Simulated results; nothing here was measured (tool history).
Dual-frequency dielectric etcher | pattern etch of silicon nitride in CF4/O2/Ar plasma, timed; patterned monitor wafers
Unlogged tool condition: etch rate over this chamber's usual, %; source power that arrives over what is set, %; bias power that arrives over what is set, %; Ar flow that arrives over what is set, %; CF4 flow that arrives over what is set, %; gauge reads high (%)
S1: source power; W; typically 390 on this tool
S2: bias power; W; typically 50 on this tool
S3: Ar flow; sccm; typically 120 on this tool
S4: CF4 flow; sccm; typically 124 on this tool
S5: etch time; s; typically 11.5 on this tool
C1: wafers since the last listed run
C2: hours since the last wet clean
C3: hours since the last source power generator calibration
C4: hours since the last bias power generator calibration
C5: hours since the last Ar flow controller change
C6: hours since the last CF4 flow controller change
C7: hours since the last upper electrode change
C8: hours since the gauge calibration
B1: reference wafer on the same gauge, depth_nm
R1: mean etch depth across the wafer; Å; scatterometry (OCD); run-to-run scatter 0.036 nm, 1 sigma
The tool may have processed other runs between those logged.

Run 1, day 0: usual settings but S2 42 W, S4 114 sccm; C1 0; C2 193; C3 3859.8; C4 2510.6; C5 1952.6; C6 3693.8; C7 4575.4; C8 552.6; B1 20.4. Result: R1 157.8 Å.
At day 0.975: gauge calibrated.
Run 2, day 2.229: usual settings but S2 42 W, S4 114 sccm; C1 717; C2 246.5; C3 3913.3; C4 2564.1; C5 2006.1; C6 3747.3; C7 4628.9; C8 30.1; B1 20.4. Result: R1 157.2 Å.
Run 3, day 4.996: usual settings but S2 42 W, S4 114 sccm; C1 891; C2 312.9; C3 3979.7; C4 2630.5; C5 2072.5; C6 3813.7; C7 4695.3; C8 96.5; B1 20.4. Result: R1 157.2 Å.
Run 4, day 6.296: usual settings; C1 418; C2 344.1; C3 4010.9; C4 2661.7; C5 2103.7; C6 3844.9; C7 4726.5; C8 127.7; B1 20.4. Result: R1 169.6 Å.
Run 5, day 8.596: usual settings; C1 740; C2 399.3; C3 4066.1; C4 2716.9; C5 2158.9; C6 3900.1; C7 4781.7; C8 182.9; B1 20.41. Result: R1 169.5 Å.
At day 12.067: wet clean of the chamber.
Run 6, day 12.088: usual settings; C1 802; C2 0.5; C3 4149.9; C4 2800.7; C5 2242.7; C6 3983.9; C7 4865.5; C8 266.7; B1 20.41. Result: R1 172.4 Å.
Run 7, day 14.212: usual settings; C1 684; C2 51.5; C3 4200.9; C4 2851.7; C5 2293.7; C6 4034.9; C7 4916.5; C8 317.7; B1 20.39. Result: R1 172.2 Å.
At day 16.529: Ar flow controller replaced.
Run 8, day 16.55: usual settings but S5 10.5 s; C1 672; C2 107.6; C3 4257; C4 2907.8; C5 0.5; C6 4091; C7 4972.6; C8 373.8; B1 20.39. Result: R1 155.8 Å.
At day 17.088: bias power generator calibrated.
At day 17.3: source power generator calibrated.
At day 17.783: upper electrode replaced.
Run 9, day 17.804: usual settings but S2 59 W, S4 107 sccm; C1 141; C2 137.7; C3 12.1; C4 17.2; C5 30.6; C6 4121.1; C7 0.5; C8 403.9; B1 20.4. Result: R1 189.5 Å.
Run 10, day 19.633: usual settings but S3 138 sccm, S5 9 s; C1 589; C2 181.6; C3 56; C4 61.1; C5 74.5; C6 4165; C7 44.4; C8 447.8; B1 20.4. Result: R1 137.2 Å.
Run 11, day 20.879: usual settings but S1 340 W, S2 42 W, S4 142 sccm, S5 13 s; C1 401; C2 211.5; C3 85.9; C4 91; C5 104.4; C6 4194.9; C7 74.3; C8 477.7; B1 20.4. Result: R1 164.1 Å.
At day 22.471: gauge calibrated.
At day 22.646: CF4 flow controller replaced.
Run 12, day 22.867: usual settings but S2 42 W, S4 114 sccm; C1 559; C2 259.2; C3 133.6; C4 138.7; C5 152.1; C6 5.3; C7 122; C8 9.5; B1 20.4. Result: R1 164.5 Å.
Run 13, day 24.167: usual settings but S3 96 sccm, S4 114 sccm, S5 13 s; C1 418; C2 290.4; C3 164.8; C4 169.9; C5 183.3; C6 36.5; C7 153.2; C8 40.7; B1 20.39. Result: R1 204.3 Å.
Run 14, day 26.079: usual settings but S1 360 W, S4 106 sccm; C1 615; C2 336.3; C3 210.7; C4 215.8; C5 229.2; C6 82.4; C7 199.1; C8 86.6; B1 20.41. Result: R1 160.4 Å.
Run 15, day 28.783: usual settings but S4 109 sccm; C1 870; C2 401.2; C3 275.6; C4 280.7; C5 294.1; C6 147.3; C7 264; C8 151.5; B1 20.4. Result: R1 175 Å.
Run 16, day 29.912: usual settings; C1 363; C2 428.3; C3 302.7; C4 307.8; C5 321.2; C6 174.4; C7 291.1; C8 178.6; B1 20.4. Result: R1 175.9 Å.
At day 31.542: wet clean of the chamber.
Run 17, day 32.642: usual settings but S4 104 sccm, S5 14.5 s; C1 556; C2 26.4; C3 368.2; C4 373.3; C5 386.7; C6 239.9; C7 356.6; C8 244.1; B1 20.41. Result: R1 222.7 Å.

For each entry between runs, how does the tool's hidden state at the last listed run before it compare with that at the first listed run after it?
After run 1, before run 2: gauge calibrated (day 0.975)
  etch rate over this chamber's usual, %: -0.834 -> -1.08; source power that arrives over what is set, %: -4.69 -> -4.76
  difference, measured minus the result without the unlogged condition, R1: -9.6 -> -10.2 Å
After run 5, before run 6: wet clean of the chamber (day 12.067)
  etch rate over this chamber's usual, %: -1.76 -> 0.031; source power that arrives over what is set, %: -4.94 -> -5.03
  difference, measured minus the result without the unlogged condition, R1: -12.5 -> -9.6 Å
After run 7, before run 8: Ar flow controller replaced (day 16.529)
  etch rate over this chamber's usual, %: -0.199 -> -0.452; source power that arrives over what is set, %: -5.09 -> -5.16
  difference, measured minus the result without the unlogged condition, R1: -10.2 -> -9.8 Å
After run 8, before run 9: bias power generator calibrated (day 17.088); source power generator calibrated (day 17.3); upper electrode replaced (day 17.783)
  etch rate over this chamber's usual, %: -0.452 -> -0.588; source power that arrives over what is set, %: -5.16 -> -0.913
  difference, measured minus the result without the unlogged condition, R1: -9.8 -> -3 Å
After run 11, before run 12: gauge calibrated (day 22.471); CF4 flow controller replaced (day 22.646)
  etch rate over this chamber's usual, %: -0.921 -> -1.14; source power that arrives over what is set, %: -1 -> -1.06
  difference, measured minus the result without the unlogged condition, R1: -3.2 -> -3.8 Å
After run 16, before run 17: wet clean of the chamber (day 31.542)
  etch rate over this chamber's usual, %: -1.9 -> 0.00321; source power that arrives over what is set, %: -1.25 -> -1.33
  difference, measured minus the result without the unlogged condition, R1: -5.8 -> -3.1 Å
